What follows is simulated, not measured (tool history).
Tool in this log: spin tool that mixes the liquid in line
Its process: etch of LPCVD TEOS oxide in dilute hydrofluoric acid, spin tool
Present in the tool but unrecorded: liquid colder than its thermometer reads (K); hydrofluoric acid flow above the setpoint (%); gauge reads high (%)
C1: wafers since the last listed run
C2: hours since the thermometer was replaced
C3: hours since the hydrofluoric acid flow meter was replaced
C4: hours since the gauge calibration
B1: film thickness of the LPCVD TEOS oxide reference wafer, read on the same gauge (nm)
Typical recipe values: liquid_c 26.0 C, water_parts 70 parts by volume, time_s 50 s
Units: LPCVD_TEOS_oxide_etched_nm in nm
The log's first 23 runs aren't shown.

{"hour": 1644.8, "done": "hydrofluoric acid flow meter replaced"}
{"run": 24, "hour": 1736.4, "liquid_c": 24.5, "water_parts": 100, "time_s": 50, "C1": 1100, "C2": 248.7, "C3": 91.6, "C4": 898.8, "B1": 99.98, "LPCVD_TEOS_oxide_etched_nm": 23.19}
{"run": 25, "hour": 1840.6, "liquid_c": 26.0, "water_parts": 70, "time_s": 50, "C1": 1248, "C2": 352.9, "C3": 195.8, "C4": 1003.0, "B1": 100.0, "LPCVD_TEOS_oxide_etched_nm": 36.48}
{"run": 26, "hour": 1901.0, "liquid_c": 30.5, "water_parts": 70, "time_s": 25, "C1": 723, "C2": 413.3, "C3": 256.2, "C4": 1063.4, "B1": 99.99, "LPCVD_TEOS_oxide_etched_nm": 21.99}
{"run": 27, "hour": 1980.5, "liquid_c": 22.5, "water_parts": 70, "time_s": 25, "C1": 952, "C2": 492.8, "C3": 335.7, "C4": 1142.9, "B1": 99.99, "LPCVD_TEOS_oxide_etched_nm": 15.82}
{"run": 28, "hour": 2086.5, "liquid_c": 21.5, "water_parts": 45, "time_s": 50, "C1": 1270, "C2": 598.8, "C3": 441.7, "C4": 1248.9, "B1": 100.04, "LPCVD_TEOS_oxide_etched_nm": 49.05}
{"run": 29, "hour": 2194.5, "liquid_c": 26.0, "water_parts": 70, "time_s": 50, "C1": 1294, "C2": 706.8, "C3": 549.7, "C4": 1356.9, "B1": 100.01, "LPCVD_TEOS_oxide_etched_nm": 36.46}
{"run": 30, "hour": 2245.0, "liquid_c": 22.5, "water_parts": 80, "time_s": 50, "C1": 605, "C2": 757.3, "C3": 600.2, "C4": 1407.4, "B1": 99.95, "LPCVD_TEOS_oxide_etched_nm": 27.57}
{"run": 31, "hour": 2290.9, "liquid_c": 26.0, "water_parts": 70, "time_s": 50, "C1": 550, "C2": 803.2, "C3": 646.1, "C4": 1453.3, "B1": 99.97, "LPCVD_TEOS_oxide_etched_nm": 36.75}
{"run": 32, "hour": 2370.6, "liquid_c": 26.0, "water_parts": 60, "time_s": 40, "C1": 955, "C2": 882.9, "C3": 725.8, "C4": 1533.0, "B1": 99.96, "LPCVD_TEOS_oxide_etched_nm": 34.3}

Consider 5 possible next runs. They are alternatives, not a sequence: every one starts from the tool as it was left by run 32. What does each give?
{"run": "A", "hour": 2371.0, "liquid_c": 26.0, "water_parts": 45, "time_s": 50, "C1": 4, "C2": 883.3, "C3": 726.2, "C4": 1533.4, "B1": "?", "LPCVD_TEOS_oxide_etched_nm": "?"}
{"run": "B", "hour": 2371.0, "liquid_c": 29.0, "water_parts": 45, "time_s": 50, "C1": 4, "C2": 883.3, "C3": 726.2, "C4": 1533.4, "B1": "?", "LPCVD_TEOS_oxide_etched_nm": "?"}
{"run": "C", "hour": 2371.0, "liquid_c": 24.0, "water_parts": 70, "time_s": 35, "C1": 4, "C2": 883.3, "C3": 726.2, "C4": 1533.4, "B1": "?", "LPCVD_TEOS_oxide_etched_nm": "?"}
{"run": "D", "hour": 2371.0, "liquid_c": 30.0, "water_parts": 70, "time_s": 50, "C1": 4, "C2": 883.3, "C3": 726.2, "C4": 1533.4, "B1": "?", "LPCVD_TEOS_oxide_etched_nm": "?"}
{"run": "E", "hour": 2371.0, "liquid_c": 23.5, "water_parts": 80, "time_s": 65, "C1": 4, "C2": 883.3, "C3": 726.2, "C4": 1533.4, "B1": "?", "LPCVD_TEOS_oxide_etched_nm": "?"}

run=A B1=99.96 LPCVD_TEOS_oxide_etched_nm=58.72
run=B B1=99.96 LPCVD_TEOS_oxide_etched_nm=66.29
run=C B1=99.96 LPCVD_TEOS_oxide_etched_nm=23.57
run=D B1=99.96 LPCVD_TEOS_oxide_etched_nm=42.73
run=E B1=99.96 LPCVD_TEOS_oxide_etched_nm=37.06
With no hidden state in the tool, these same runs would have given:
run=A LPCVD_TEOS_oxide_etched_nm=59.80
run=B LPCVD_TEOS_oxide_etched_nm=67.46
run=C LPCVD_TEOS_oxide_etched_nm=23.99
run=D LPCVD_TEOS_oxide_etched_nm=43.44
run=E LPCVD_TEOS_oxide_etched_nm=37.72

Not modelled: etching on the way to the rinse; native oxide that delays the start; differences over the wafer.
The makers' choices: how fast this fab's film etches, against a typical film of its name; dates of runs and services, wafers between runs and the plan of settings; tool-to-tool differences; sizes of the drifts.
